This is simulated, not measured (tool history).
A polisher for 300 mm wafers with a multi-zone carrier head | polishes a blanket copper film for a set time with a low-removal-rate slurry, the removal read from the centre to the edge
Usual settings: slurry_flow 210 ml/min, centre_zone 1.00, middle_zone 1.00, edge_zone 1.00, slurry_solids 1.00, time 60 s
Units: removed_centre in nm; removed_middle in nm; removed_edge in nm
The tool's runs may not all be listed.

run	hour	slurry_flow	centre_zone	middle_zone	edge_zone	slurry_solids	time	incoming thickness of the incoming film, nm	removed_centre	removed_middle	removed_edge
1	0.0	210	1.00	1.00	0.93	1.00	60	730.8	100.8	101.9	98.3
2	14.5	210	1.06	1.00	1.00	1.00	60	751.1	102.4	98.5	101.0
3	32.3	210	1.00	1.00	1.00	1.00	60	734.0	92.5	95.5	95.5
# hour 38.6: carrier head's membrane replaced by a new one
# hour 45.5: worn pad replaced by a new one
4	49.6	210	1.00	1.00	1.00	1.00	60	743.7	102.7	102.6	106.3
5	64.4	210	1.00	1.06	1.00	1.00	45	728.1	75.2	81.0	77.8
6	78.0	210	1.00	1.00	0.92	0.85	46	737.2	72.2	74.0	71.8
# hour 85.5: edge zone pressure recalibrated
7	86.0	210	1.00	1.00	1.00	1.00	60	735.3	98.7	100.1	105.0
8	95.4	210	1.00	0.97	1.00	1.20	60	734.3	102.6	102.6	108.8
9	102.7	210	0.91	1.06	1.00	0.80	68	738.8	93.2	108.1	109.6
10	109.8	210	1.00	1.00	0.89	1.00	67	735.7	105.7	108.9	103.5
11	117.7	210	1.07	1.00	0.96	1.00	53	739.3	88.8	84.6	87.0
# hour 123.8: slurry nozzle cleaned
12	125.9	210	1.00	1.00	0.96	1.00	60	742.5	105.7	105.5	105.0
# hour 131.1: centre zone pressure recalibrated
13	136.9	210	1.00	1.00	1.00	1.00	60	734.8	105.5	105.4	106.3
14	147.5	210	1.00	1.00	1.00	1.00	60	729.8	102.4	104.9	104.1
15	158.9	210	0.88	1.00	1.00	1.00	75	734.8	109.9	127.5	129.9
16	167.1	210	1.04	1.00	1.00	1.10	60	730.2	105.6	102.4	105.1
17	177.9	145	1.00	0.95	0.94	1.00	60	743.0	90.8	86.8	93.5
18	184.4	210	1.04	1.00	1.00	1.30	76	734.1	134.6	132.6	136.8
19	196.2	210	1.00	1.00	1.00	1.00	60	733.7	93.7	94.8	94.0
# hour 213.0: worn pad replaced by a new one
20	238.1	210	1.05	1.04	1.00	1.00	60	735.1	112.3	110.5	106.6
21	248.3	210	0.93	0.89	1.00	1.00	60	747.9	93.7	95.7	106.9

Forecast each of these 5 alternatives for the next run:
A	248.7	210	0.90	1.00	1.00	1.00	60	741.5	?	?	?
B	248.7	140	1.00	1.00	1.08	1.00	60	741.5	?	?	?
C	248.7	145	1.00	1.00	1.08	1.00	60	741.5	?	?	?
D	248.7	210	1.00	1.00	1.00	1.00	81	741.5	?	?	?
E	248.7	210	1.00	1.00	1.00	1.25	60	741.5	?	?	?

run	removed_centre	removed_middle	removed_edge
A	94.5	104.7	109.3
B	93.3	94.3	105.6
C	94.5	95.3	106.4
D	141.8	141.2	147.6
E	112.2	111.7	116.7
Without the tool's hidden state the same runs would have given:
run	removed_centre	removed_middle	removed_edge
A	100.9	111.2	114.7
B	102.7	102.7	112.5
C	103.7	103.6	113.2
D	151.5	150.0	154.8
E	119.8	118.6	122.5

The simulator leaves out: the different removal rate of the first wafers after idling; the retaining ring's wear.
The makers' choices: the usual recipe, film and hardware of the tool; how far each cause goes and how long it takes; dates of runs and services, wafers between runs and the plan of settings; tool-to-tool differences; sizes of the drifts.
